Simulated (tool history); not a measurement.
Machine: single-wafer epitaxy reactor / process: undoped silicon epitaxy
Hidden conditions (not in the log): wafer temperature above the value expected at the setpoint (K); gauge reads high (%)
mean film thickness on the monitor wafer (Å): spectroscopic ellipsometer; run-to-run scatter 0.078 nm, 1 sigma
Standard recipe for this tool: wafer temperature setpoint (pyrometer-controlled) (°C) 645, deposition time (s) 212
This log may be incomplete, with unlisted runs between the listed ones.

run,day,wafer temperature setpoint (pyrometer-controlled) (°C),deposition time (s),wafers since the last listed run,hours since the last pyrometer calibration,hours since the gauge calibration,"read-back reference wafer on the same gauge, thickness_nm",mean film thickness on the monitor wafer (Å)
1,0.000,645,212,0,1433.6,38.4,35.667,359.85
2,0.954,645,212,113,1456.5,61.3,35.662,359.37
3,2.342,645,212,165,1489.8,94.6,35.560,360.30
4,3.188,645,212,100,1510.1,114.9,35.556,359.21
5,4.629,645,212,171,1544.7,149.5,35.530,358.87
6,5.229,645,212,71,1559.1,163.9,35.493,358.02
7,6.112,652,212,105,1580.3,185.1,35.490,410.92
# day 6.817: pyrometer calibrated
8,6.938,652,212,58,2.9,204.9,35.516,410.97
9,8.246,649,200,155,34.3,236.3,35.475,365.92
# day 8.283: gauge calibrated
10,9.617,652,212,163,67.2,32.0,35.757,414.94
11,10.617,635,170,118,91.2,56.0,35.774,236.11
12,12.083,657,231,174,126.4,91.2,35.637,497.15
13,13.058,641,224,116,149.8,114.6,35.599,350.55
14,13.662,652,212,71,164.3,129.1,35.578,410.60
15,15.800,638,234,254,215.6,180.4,35.574,342.33
16,16.658,654,212,102,236.2,201.0,35.543,427.69
17,17.238,640,189,68,250.1,214.9,35.565,288.14

What would each run have given without the hidden state, its run-to-run variation left as it was?
run,mean film thickness on the monitor wafer (Å)
1,361.80
2,361.91
3,363.47
4,362.64
5,362.65
6,361.90
7,415.53
8,415.68
9,370.24
10,416.16
11,237.24
12,500.49
13,353.23
14,413.92
15,345.48
16,431.74
17,290.92
